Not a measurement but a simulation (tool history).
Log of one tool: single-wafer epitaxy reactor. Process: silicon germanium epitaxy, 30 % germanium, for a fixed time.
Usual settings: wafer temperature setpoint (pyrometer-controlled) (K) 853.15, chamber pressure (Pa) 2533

run,hour,wafer temperature setpoint (pyrometer-controlled) (K),chamber pressure (Pa),wafers since the last listed run,hours since the last pyrometer calibration,hours since the last manometer calibration,hours since the showerhead was replaced,hours since the gauge calibration,"read-back reference wafer on the same gauge, thickness_nm",mean film thickness on the monitor wafer (Å)
1,0.0,859.15,2533,0,1278.5,1433.9,5489.3,533.4,41.584,452.42
2,33.9,859.15,2533,451,1312.4,1467.8,5523.2,567.3,41.598,453.58
# hour 41.1: gauge calibrated
3,97.8,853.15,2226,850,1376.3,1531.7,5587.1,56.7,41.607,380.49
4,137.9,853.15,2533,533,1416.4,1571.8,5627.2,96.8,41.596,398.31
5,169.5,853.15,2533,420,1448.0,1603.4,5658.8,128.4,41.574,398.97
6,233.0,853.15,2533,845,1511.5,1666.9,5722.3,191.9,41.610,396.54
7,304.7,853.15,2533,954,1583.2,1738.6,5794.0,263.6,41.597,397.48
8,333.4,853.15,2533,381,1611.9,1767.3,5822.7,292.3,41.586,397.18
# hour 407.3: capacitance manometer re-zeroed and calibrated
9,407.8,853.15,2533,883,1686.3,0.5,5897.1,366.7,41.617,397.67
10,467.1,853.15,2533,789,1745.6,59.8,5956.4,426.0,41.598,394.25
11,516.4,859.15,2160,656,1794.9,109.1,6005.7,475.3,41.616,423.44
12,578.1,857.15,2226,821,1856.6,170.8,6067.4,537.0,41.576,411.88
# hour 611.4: showerhead replaced
13,643.1,862.15,2120,758,1921.6,235.8,31.7,602.0,41.621,448.95
# hour 690.0: gauge calibrated
14,697.3,844.15,2160,721,1975.8,290.0,85.9,7.3,41.602,304.84
15,761.0,853.15,2533,847,2039.5,353.7,149.6,71.0,41.605,392.98
# hour 804.5: pyrometer calibrated
16,822.3,838.15,2186,709,17.8,415.0,210.9,132.3,41.602,272.99
17,888.1,845.15,2146,875,83.6,480.8,276.7,198.1,41.596,317.91
18,945.5,845.15,2533,763,141.0,538.2,334.1,255.5,41.597,339.14

Run 19 comes next. What will it give?
19,1025.0,860.15,1920,1057,220.5,617.7,413.6,335.0,?,?

read-back reference wafer on the same gauge, thickness_nm: 41.607
mean film thickness on the monitor wafer (Å): 424.74
Without the tool's hidden state the same run would have given mean film thickness on the monitor wafer (Å) 424.90.

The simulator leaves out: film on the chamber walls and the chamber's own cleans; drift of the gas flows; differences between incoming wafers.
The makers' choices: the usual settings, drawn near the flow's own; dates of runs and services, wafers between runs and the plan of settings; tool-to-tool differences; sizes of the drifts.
